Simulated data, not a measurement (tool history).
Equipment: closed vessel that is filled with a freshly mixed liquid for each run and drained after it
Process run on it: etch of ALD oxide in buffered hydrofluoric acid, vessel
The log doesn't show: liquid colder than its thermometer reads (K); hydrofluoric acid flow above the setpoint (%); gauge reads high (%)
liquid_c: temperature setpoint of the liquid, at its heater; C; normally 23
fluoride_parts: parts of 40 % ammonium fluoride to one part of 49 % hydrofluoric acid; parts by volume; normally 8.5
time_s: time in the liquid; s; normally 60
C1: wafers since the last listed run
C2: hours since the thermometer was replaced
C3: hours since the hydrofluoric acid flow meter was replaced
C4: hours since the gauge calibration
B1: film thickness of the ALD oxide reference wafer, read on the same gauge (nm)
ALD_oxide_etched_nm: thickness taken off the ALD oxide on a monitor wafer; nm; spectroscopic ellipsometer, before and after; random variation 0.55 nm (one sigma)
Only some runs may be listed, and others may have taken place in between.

run 1 day=0 | liquid_c=23 fluoride_parts=8.5 time_s=60 | C1=0 C2=1711.7 C3=2181.4 C4=257.8 | B1=110 | ALD_oxide_etched_nm=110.38
run 2 day=0.479 | liquid_c=23 fluoride_parts=8.5 time_s=60 | C1=725 C2=1723.2 C3=2192.9 C4=269.3 | B1=110 | ALD_oxide_etched_nm=110.57
run 3 day=1.212 | liquid_c=23 fluoride_parts=8.5 time_s=60 | C1=1110 C2=1740.8 C3=2210.5 C4=286.9 | B1=109.99 | ALD_oxide_etched_nm=109.46
run 4 day=1.562 | liquid_c=23 fluoride_parts=8.5 time_s=60 | C1=530 C2=1749.2 C3=2218.9 C4=295.3 | B1=109.99 | ALD_oxide_etched_nm=109.4
run 5 day=2.129 | liquid_c=23 fluoride_parts=8.5 time_s=60 | C1=858 C2=1762.8 C3=2232.5 C4=308.9 | B1=110.01 | ALD_oxide_etched_nm=110.32
run 6 day=2.542 | liquid_c=23 fluoride_parts=8.5 time_s=60 | C1=624 C2=1772.7 C3=2242.4 C4=318.8 | B1=110.01 | ALD_oxide_etched_nm=110.68
run 7 day=3.292 | liquid_c=24 fluoride_parts=8.5 time_s=60 | C1=1135 C2=1790.7 C3=2260.4 C4=336.8 | B1=110 | ALD_oxide_etched_nm=116.34
run 8 day=3.683 | liquid_c=23 fluoride_parts=8.5 time_s=60 | C1=593 C2=1800.1 C3=2269.8 C4=346.2 | B1=110 | ALD_oxide_etched_nm=110.65
run 9 day=4.142 | liquid_c=23 fluoride_parts=8.5 time_s=60 | C1=694 C2=1811.1 C3=2280.8 C4=357.2 | B1=110.01 | ALD_oxide_etched_nm=110
run 10 day=4.521 | liquid_c=24.5 fluoride_parts=10.5 time_s=60 | C1=574 C2=1820.2 C3=2289.9 C4=366.3 | B1=109.97 | ALD_oxide_etched_nm=96.26
run 11 day=5.054 | liquid_c=24.5 fluoride_parts=10.5 time_s=60 | C1=807 C2=1833 C3=2302.7 C4=379.1 | B1=110 | ALD_oxide_etched_nm=96.04
run 12 day=5.775 | liquid_c=24.5 fluoride_parts=10.5 time_s=60 | C1=1091 C2=1850.3 C3=2320 C4=396.4 | B1=110 | ALD_oxide_etched_nm=97.09
run 13 day=6.05 | liquid_c=23 fluoride_parts=10.5 time_s=45 | C1=416 C2=1856.9 C3=2326.6 C4=403 | B1=110.01 | ALD_oxide_etched_nm=66.13
run 14 day=6.975 | liquid_c=23 fluoride_parts=10.5 time_s=45 | C1=1400 C2=1879.1 C3=2348.8 C4=425.2 | B1=110 | ALD_oxide_etched_nm=66.64
run 15 day=7.296 | liquid_c=23 fluoride_parts=10.5 time_s=45 | C1=485 C2=1886.8 C3=2356.5 C4=432.9 | B1=110.01 | ALD_oxide_etched_nm=67.35
run 16 day=7.996 | liquid_c=23 fluoride_parts=9.5 time_s=60 | C1=1060 C2=1903.6 C3=2373.3 C4=449.7 | B1=110 | ALD_oxide_etched_nm=98.31
run 17 day=8.571 | liquid_c=23 fluoride_parts=9.5 time_s=70 | C1=870 C2=1917.4 C3=2387.1 C4=463.5 | B1=109.99 | ALD_oxide_etched_nm=114.86
-- day=9.175 gauge calibrated
run 18 day=9.221 | liquid_c=25 fluoride_parts=10.5 time_s=90 | C1=984 C2=1933 C3=2402.7 C4=1.1 | B1=110 | ALD_oxide_etched_nm=149.2
run 19 day=9.792 | liquid_c=23 fluoride_parts=9.5 time_s=60 | C1=864 C2=1946.7 C3=2416.4 C4=14.8 | B1=109.99 | ALD_oxide_etched_nm=98.7
run 20 day=10.4 | liquid_c=20.5 fluoride_parts=5.5 time_s=40 | C1=921 C2=1961.3 C3=2431 C4=29.4 | B1=109.99 | ALD_oxide_etched_nm=95.44
run 21 day=11.138 | liquid_c=23 fluoride_parts=10.5 time_s=60 | C1=1116 C2=1979 C3=2448.7 C4=47.1 | B1=110.01 | ALD_oxide_etched_nm=88.82
run 22 day=13.204 | liquid_c=23 fluoride_parts=12 time_s=85 | C1=3129 C2=2028.6 C3=2498.3 C4=96.7 | B1=109.98 | ALD_oxide_etched_nm=114.96
run 23 day=13.742 | liquid_c=23 fluoride_parts=8.5 time_s=60 | C1=814 C2=2041.5 C3=2511.2 C4=109.6 | B1=110.01 | ALD_oxide_etched_nm=111.73
-- day=14.046 hydrofluoric acid flow meter replaced
run 24 day=14.221 | liquid_c=25 fluoride_parts=11.5 time_s=60 | C1=662 C2=2053 C3=4.2 C4=121.1 | B1=110.02 | ALD_oxide_etched_nm=84.38
run 25 day=14.858 | liquid_c=23 fluoride_parts=6 time_s=60 | C1=965 C2=2068.3 C3=19.5 C4=136.4 | B1=110 | ALD_oxide_etched_nm=138.12
run 26 day=15.2 | liquid_c=19 fluoride_parts=10.5 time_s=60 | C1=517 C2=2076.5 C3=27.7 C4=144.6 | B1=109.98 | ALD_oxide_etched_nm=66.29
-- day=15.312 thermometer replaced
run 27 day=15.825 | liquid_c=23 fluoride_parts=8.5 time_s=60 | C1=883 C2=12.3 C3=42.7 C4=159.6 | B1=110.01 | ALD_oxide_etched_nm=98.71
run 28 day=16.271 | liquid_c=24.5 fluoride_parts=8.5 time_s=60 | C1=675 C2=23 C3=53.4 C4=170.3 | B1=109.99 | ALD_oxide_etched_nm=106.39
run 29 day=16.871 | liquid_c=23 fluoride_parts=12 time_s=45 | C1=908 C2=37.4 C3=67.8 C4=184.7 | B1=110.01 | ALD_oxide_etched_nm=54.17
run 30 day=17.412 | liquid_c=23 fluoride_parts=8.5 time_s=60 | C1=820 C2=50.4 C3=80.8 C4=197.7 | B1=110.02 | ALD_oxide_etched_nm=99.51
run 31 day=17.883 | liquid_c=19.5 fluoride_parts=7.5 time_s=50 | C1=713 C2=61.7 C3=92.1 C4=209 | B1=110 | ALD_oxide_etched_nm=77.57
run 32 day=18.575 | liquid_c=25.5 fluoride_parts=6.5 time_s=60 | C1=1047 C2=78.3 C3=108.7 C4=225.6 | B1=109.99 | ALD_oxide_etched_nm=148.15
run 33 day=19.496 | liquid_c=23 fluoride_parts=8.5 time_s=85 | C1=1394 C2=100.4 C3=130.8 C4=247.7 | B1=110 | ALD_oxide_etched_nm=138.58
run 34 day=19.958 | liquid_c=21.5 fluoride_parts=5.5 time_s=60 | C1=700 C2=111.5 C3=141.9 C4=258.8 | B1=109.98 | ALD_oxide_etched_nm=137.3

What would each run have given without the hidden state, its run-to-run variation left as it was?
run=1 ALD_oxide_etched_nm=97.11
run=2 ALD_oxide_etched_nm=97.22
run=3 ALD_oxide_etched_nm=96.16
run=4 ALD_oxide_etched_nm=96.07
run=5 ALD_oxide_etched_nm=96.82
run=6 ALD_oxide_etched_nm=97.09
run=7 ALD_oxide_etched_nm=101.95
run=8 ALD_oxide_etched_nm=96.92
run=9 ALD_oxide_etched_nm=96.29
run=10 ALD_oxide_etched_nm=87.59
run=11 ALD_oxide_etched_nm=87.37
run=12 ALD_oxide_etched_nm=88.27
run=13 ALD_oxide_etched_nm=60.11
run=14 ALD_oxide_etched_nm=60.53
run=15 ALD_oxide_etched_nm=61.17
run=16 ALD_oxide_etched_nm=87.78
run=17 ALD_oxide_etched_nm=102.48
run=18 ALD_oxide_etched_nm=135.32
run=19 ALD_oxide_etched_nm=87.93
run=20 ALD_oxide_etched_nm=85.23
run=21 ALD_oxide_etched_nm=80.45
run=22 ALD_oxide_etched_nm=100.97
run=23 ALD_oxide_etched_nm=96.7
run=24 ALD_oxide_etched_nm=83.13
run=25 ALD_oxide_etched_nm=136.26
run=26 ALD_oxide_etched_nm=65.24
run=27 ALD_oxide_etched_nm=96.89
run=28 ALD_oxide_etched_nm=104.36
run=29 ALD_oxide_etched_nm=53.2
run=30 ALD_oxide_etched_nm=97.47
run=31 ALD_oxide_etched_nm=75.93
run=32 ALD_oxide_etched_nm=145.52
run=33 ALD_oxide_etched_nm=135.35
run=34 ALD_oxide_etched_nm=134.74

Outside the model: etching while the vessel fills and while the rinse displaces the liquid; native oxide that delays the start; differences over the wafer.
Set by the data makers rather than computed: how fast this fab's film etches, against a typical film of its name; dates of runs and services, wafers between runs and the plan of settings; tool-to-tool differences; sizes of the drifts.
